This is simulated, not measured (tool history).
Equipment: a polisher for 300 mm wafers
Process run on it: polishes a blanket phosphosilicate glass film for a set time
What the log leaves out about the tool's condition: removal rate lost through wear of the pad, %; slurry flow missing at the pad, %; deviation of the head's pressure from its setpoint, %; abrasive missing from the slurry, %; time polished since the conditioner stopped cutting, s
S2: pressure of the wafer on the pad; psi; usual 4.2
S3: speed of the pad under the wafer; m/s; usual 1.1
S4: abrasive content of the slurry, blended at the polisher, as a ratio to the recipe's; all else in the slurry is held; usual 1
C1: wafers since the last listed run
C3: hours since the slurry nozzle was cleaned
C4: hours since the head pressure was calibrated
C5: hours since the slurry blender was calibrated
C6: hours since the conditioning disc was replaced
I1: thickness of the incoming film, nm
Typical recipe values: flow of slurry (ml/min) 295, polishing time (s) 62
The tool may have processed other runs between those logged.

{"run": 1, "hour": 0.0, "flow of slurry (ml/min)": 295, "S2": 4.2, "S3": 1.1, "S4": 1, "polishing time (s)": 62, "C1": 0, "wafers polished on this pad": 961, "C3": 36, "C4": 64.8, "C5": 210.5, "C6": 227.6, "I1": 3406.1, "film removed (Å)": 6054}
{"hour": 43.1, "done": "slurry blender recalibrated"}
{"run": 2, "hour": 51.9, "flow of slurry (ml/min)": 295, "S2": 4.2, "S3": 1.1, "S4": 1, "polishing time (s)": 62, "C1": 565, "wafers polished on this pad": 1526, "C3": 87.9, "C4": 116.7, "C5": 8.8, "C6": 279.5, "I1": 3357.8, "film removed (Å)": 6412}
{"run": 3, "hour": 77.7, "flow of slurry (ml/min)": 295, "S2": 4.2, "S3": 1.1, "S4": 1, "polishing time (s)": 62, "C1": 292, "wafers polished on this pad": 1818, "C3": 113.7, "C4": 142.5, "C5": 34.6, "C6": 305.3, "I1": 3389.1, "film removed (Å)": 6324}
{"hour": 99.9, "done": "worn pad replaced by a new one"}
{"run": 4, "hour": 102.5, "flow of slurry (ml/min)": 295, "S2": 4.2, "S3": 1.1, "S4": 1.15, "polishing time (s)": 62, "C1": 235, "wafers polished on this pad": 29, "C3": 138.5, "C4": 167.3, "C5": 59.4, "C6": 330.1, "I1": 3340.6, "film removed (Å)": 6803}
{"hour": 120.2, "done": "conditioning disc replaced and pad reconditioned"}
{"run": 5, "hour": 150.0, "flow of slurry (ml/min)": 295, "S2": 4.2, "S3": 1.1, "S4": 1.15, "polishing time (s)": 62, "C1": 515, "wafers polished on this pad": 545, "C3": 186, "C4": 214.8, "C5": 106.9, "C6": 29.8, "I1": 3323.5, "film removed (Å)": 6645}
{"run": 6, "hour": 187.7, "flow of slurry (ml/min)": 295, "S2": 4.2, "S3": 1.1, "S4": 1.15, "polishing time (s)": 62, "C1": 427, "wafers polished on this pad": 972, "C3": 223.7, "C4": 252.5, "C5": 144.6, "C6": 67.5, "I1": 3427.4, "film removed (Å)": 6607}
{"run": 7, "hour": 229.1, "flow of slurry (ml/min)": 295, "S2": 4.2, "S3": 1.1, "S4": 0.95, "polishing time (s)": 62, "C1": 468, "wafers polished on this pad": 1441, "C3": 265.1, "C4": 293.9, "C5": 186, "C6": 108.9, "I1": 3398.7, "film removed (Å)": 5890}
{"run": 8, "hour": 257.2, "flow of slurry (ml/min)": 295, "S2": 4.2, "S3": 1.1, "S4": 0.95, "polishing time (s)": 62, "C1": 318, "wafers polished on this pad": 1759, "C3": 293.2, "C4": 322, "C5": 214.1, "C6": 137, "I1": 3344.4, "film removed (Å)": 5983}
{"hour": 289.5, "done": "head pressure recalibrated"}
{"run": 9, "hour": 293.6, "flow of slurry (ml/min)": 295, "S2": 4.2, "S3": 1.1, "S4": 1, "polishing time (s)": 62, "C1": 389, "wafers polished on this pad": 2149, "C3": 329.6, "C4": 4.1, "C5": 250.5, "C6": 173.4, "I1": 3389.8, "film removed (Å)": 6098}
{"hour": 301.9, "done": "worn pad replaced by a new one"}
{"hour": 341.6, "done": "slurry blender recalibrated"}
{"hour": 343.2, "done": "slurry nozzle cleaned"}
{"run": 10, "hour": 365.5, "flow of slurry (ml/min)": 295, "S2": 4.2, "S3": 1.1, "S4": 1, "polishing time (s)": 62, "C1": 735, "wafers polished on this pad": 686, "C3": 22.3, "C4": 76, "C5": 23.9, "C6": 245.3, "I1": 3330.9, "film removed (Å)": 5567}
{"run": 11, "hour": 407.3, "flow of slurry (ml/min)": 295, "S2": 4.2, "S3": 1.1, "S4": 1, "polishing time (s)": 62, "C1": 473, "wafers polished on this pad": 1159, "C3": 64.1, "C4": 117.8, "C5": 65.7, "C6": 287.1, "I1": 3364.8, "film removed (Å)": 5564}
{"run": 12, "hour": 444.4, "flow of slurry (ml/min)": 295, "S2": 4.2, "S3": 1.1, "S4": 0.85, "polishing time (s)": 72, "C1": 420, "wafers polished on this pad": 1580, "C3": 101.2, "C4": 154.9, "C5": 102.8, "C6": 324.2, "I1": 3335, "film removed (Å)": 5663}
{"hour": 502.6, "done": "worn pad replaced by a new one"}
{"run": 13, "hour": 503.4, "flow of slurry (ml/min)": 295, "S2": 4.2, "S3": 1.1, "S4": 0.9, "polishing time (s)": 47, "C1": 623, "wafers polished on this pad": 8, "C3": 160.2, "C4": 213.9, "C5": 161.8, "C6": 383.2, "I1": 3421.4, "film removed (Å)": 3767}
{"hour": 517.7, "done": "slurry blender recalibrated, repeated, since the last time left the tool worse"}
{"hour": 568.0, "done": "conditioning disc replaced and pad reconditioned"}
{"run": 14, "hour": 573.0, "flow of slurry (ml/min)": 295, "S2": 4.2, "S3": 1.1, "S4": 1.15, "polishing time (s)": 62, "C1": 743, "wafers polished on this pad": 751, "C3": 229.8, "C4": 283.5, "C5": 55.3, "C6": 5, "I1": 3385, "film removed (Å)": 6800}
{"run": 15, "hour": 612.7, "flow of slurry (ml/min)": 295, "S2": 4.2, "S3": 0.78, "S4": 1, "polishing time (s)": 62, "C1": 449, "wafers polished on this pad": 1201, "C3": 269.5, "C4": 323.2, "C5": 95, "C6": 44.7, "I1": 3389.3, "film removed (Å)": 4724}
{"hour": 629.3, "done": "head pressure recalibrated"}
{"hour": 673.8, "done": "worn pad replaced by a new one"}
{"run": 16, "hour": 682.7, "flow of slurry (ml/min)": 295, "S2": 4.2, "S3": 1.1, "S4": 1.15, "polishing time (s)": 62, "C1": 724, "wafers polished on this pad": 101, "C3": 339.5, "C4": 53.4, "C5": 165, "C6": 114.7, "I1": 3397.2, "film removed (Å)": 6613}
{"run": 17, "hour": 713.8, "flow of slurry (ml/min)": 295, "S2": 4.2, "S3": 1.1, "S4": 1.15, "polishing time (s)": 62, "C1": 352, "wafers polished on this pad": 453, "C3": 370.6, "C4": 84.5, "C5": 196.1, "C6": 145.8, "I1": 3384.7, "film removed (Å)": 6605}
{"run": 18, "hour": 746.2, "flow of slurry (ml/min)": 295, "S2": 4.2, "S3": 1.1, "S4": 1, "polishing time (s)": 77, "C1": 367, "wafers polished on this pad": 820, "C3": 403, "C4": 116.9, "C5": 228.5, "C6": 178.2, "I1": 3325, "film removed (Å)": 7548}
{"hour": 794.3, "done": "slurry nozzle cleaned"}
{"run": 19, "hour": 796.4, "flow of slurry (ml/min)": 295, "S2": 3, "S3": 0.96, "S4": 0.75, "polishing time (s)": 83, "C1": 557, "wafers polished on this pad": 1377, "C3": 2.1, "C4": 167.1, "C5": 278.7, "C6": 228.4, "I1": 3413.5, "film removed (Å)": 4246}
{"hour": 805.6, "done": "slurry blender recalibrated"}
{"run": 20, "hour": 846.1, "flow of slurry (ml/min)": 365, "S2": 4.2, "S3": 1.1, "S4": 1.15, "polishing time (s)": 62, "C1": 540, "wafers polished on this pad": 1918, "C3": 51.8, "C4": 216.8, "C5": 40.5, "C6": 278.1, "I1": 3359.6, "film removed (Å)": 6965}
{"hour": 876.4, "done": "worn pad replaced by a new one"}
{"run": 21, "hour": 895.4, "flow of slurry (ml/min)": 295, "S2": 4.2, "S3": 1.1, "S4": 1, "polishing time (s)": 62, "C1": 513, "wafers polished on this pad": 215, "C3": 101.1, "C4": 266.1, "C5": 89.8, "C6": 327.4, "I1": 3366.5, "film removed (Å)": 6279}
{"run": 22, "hour": 945.1, "flow of slurry (ml/min)": 295, "S2": 4.2, "S3": 1.1, "S4": 1.25, "polishing time (s)": 52, "C1": 562, "wafers polished on this pad": 778, "C3": 150.8, "C4": 315.8, "C5": 139.5, "C6": 377.1, "I1": 3354.2, "film removed (Å)": 5859}

For some of the steps in film removed (Å) from one run to the next: how much would appear even if the tool had no hidden state, given the settings, what came in and random variation, and how much remains for the hidden state plus any gauge scatter that the measured result and the result without hidden state don't share?
Run 9 -> 10: worn pad replaced by a new one, slurry blender recalibrated, slurry nozzle cleaned. film removed (Å) -531: hidden state -460, all else -71.
Run 13 -> 14: S4 0.9 -> 1.15, polishing time (s) 47 -> 62, slurry blender recalibrated, repeated, since the last time left the tool worse, conditioning disc replaced and pad reconditioned. film removed (Å) +3033: hidden state +642, all else +2391.
Run 18 -> 19: S2 4.2 -> 3, S3 1.1 -> 0.96, S4 1 -> 0.75, polishing time (s) 77 -> 83, slurry nozzle cleaned. film removed (Å) -3302: hidden state +134, all else -3436.
